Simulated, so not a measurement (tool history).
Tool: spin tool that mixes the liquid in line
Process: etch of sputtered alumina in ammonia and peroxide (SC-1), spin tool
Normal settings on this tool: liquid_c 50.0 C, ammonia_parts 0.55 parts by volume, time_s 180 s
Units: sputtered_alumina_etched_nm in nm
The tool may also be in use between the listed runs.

| run | hour | liquid_c | ammonia_parts | time_s | read-back film thickness of the sputtered alumina reference wafer, read on the same gauge (nm) | sputtered_alumina_etched_nm |
|---|---|---|---|---|---|---|
| 1 | 0.0 | 50.0 | 0.55 | 180 | 140.00 | 9.44 |
| 2 | 53.0 | 50.0 | 0.55 | 180 | 139.97 | 9.13 |
|  | 75.9 | gauge calibrated |
| 3 | 144.6 | 50.0 | 0.55 | 180 | 140.01 | 9.04 |
| 4 | 235.8 | 50.0 | 0.35 | 260 | 139.97 | 12.62 |
| 5 | 290.0 | 50.0 | 0.55 | 180 | 139.98 | 9.09 |
|  | 317.2 | new drum of ammonia solution connected |
| 6 | 357.6 | 50.0 | 0.55 | 180 | 140.00 | 9.05 |
| 7 | 425.7 | 50.0 | 0.55 | 180 | 139.97 | 9.21 |
| 8 | 606.3 | 50.0 | 0.55 | 180 | 139.99 | 8.73 |
|  | 651.7 | thermometer replaced |
| 9 | 673.9 | 50.0 | 0.55 | 180 | 139.98 | 8.97 |
| 10 | 739.2 | 50.0 | 0.55 | 180 | 139.97 | 8.97 |
| 11 | 822.2 | 50.0 | 0.55 | 180 | 140.00 | 8.85 |
| 12 | 862.1 | 50.0 | 0.45 | 270 | 139.97 | 12.84 |
|  | 930.4 | ammonia flow meter replaced |
| 13 | 963.0 | 43.5 | 0.55 | 215 | 140.00 | 7.09 |
| 14 | 1062.8 | 59.5 | 0.30 | 85 | 139.98 | 6.44 |
|  | 1101.4 | new drum of ammonia solution connected |
| 15 | 1114.4 | 50.0 | 0.75 | 180 | 140.04 | 8.98 |
|  | 1158.8 | heated supply line repaired |
| 16 | 1179.6 | 55.0 | 0.35 | 145 | 139.99 | 10.55 |
|  | 1187.4 | gauge calibrated |
| 17 | 1266.5 | 46.0 | 0.45 | 145 | 140.00 | 6.57 |
| 18 | 1307.4 | 50.0 | 0.55 | 110 | 140.01 | 6.33 |
| 19 | 1388.7 | 41.5 | 0.55 | 265 | 140.04 | 9.47 |
| 20 | 1469.7 | 50.0 | 0.55 | 180 | 139.98 | 10.38 |
| 21 | 1550.8 | 53.0 | 0.70 | 240 | 140.02 | 16.40 |
| 22 | 1614.5 | 50.0 | 0.45 | 270 | 139.97 | 14.99 |

3 options for the next run, each taken on its own from the tool as it stands now. Forecast them:
| A | 1615.0 | 50.0 | 0.55 | 240 | ? | ? |
| B | 1615.0 | 50.0 | 0.55 | 220 | ? | ? |
| C | 1615.0 | 50.0 | 0.75 | 235 | ? | ? |

| run | read-back film thickness of the sputtered alumina reference wafer, read on the same gauge (nm) | sputtered_alumina_etched_nm |
|---|---|---|
| A | 140.00 | 13.39 |
| B | 140.00 | 12.28 |
| C | 140.00 | 13.51 |
The same runs, with their run-to-run variation unchanged, on a tool lacking any hidden condition would have given:
| run | sputtered_alumina_etched_nm |
|---|---|
| A | 13.88 |
| B | 12.72 |
| C | 13.99 |

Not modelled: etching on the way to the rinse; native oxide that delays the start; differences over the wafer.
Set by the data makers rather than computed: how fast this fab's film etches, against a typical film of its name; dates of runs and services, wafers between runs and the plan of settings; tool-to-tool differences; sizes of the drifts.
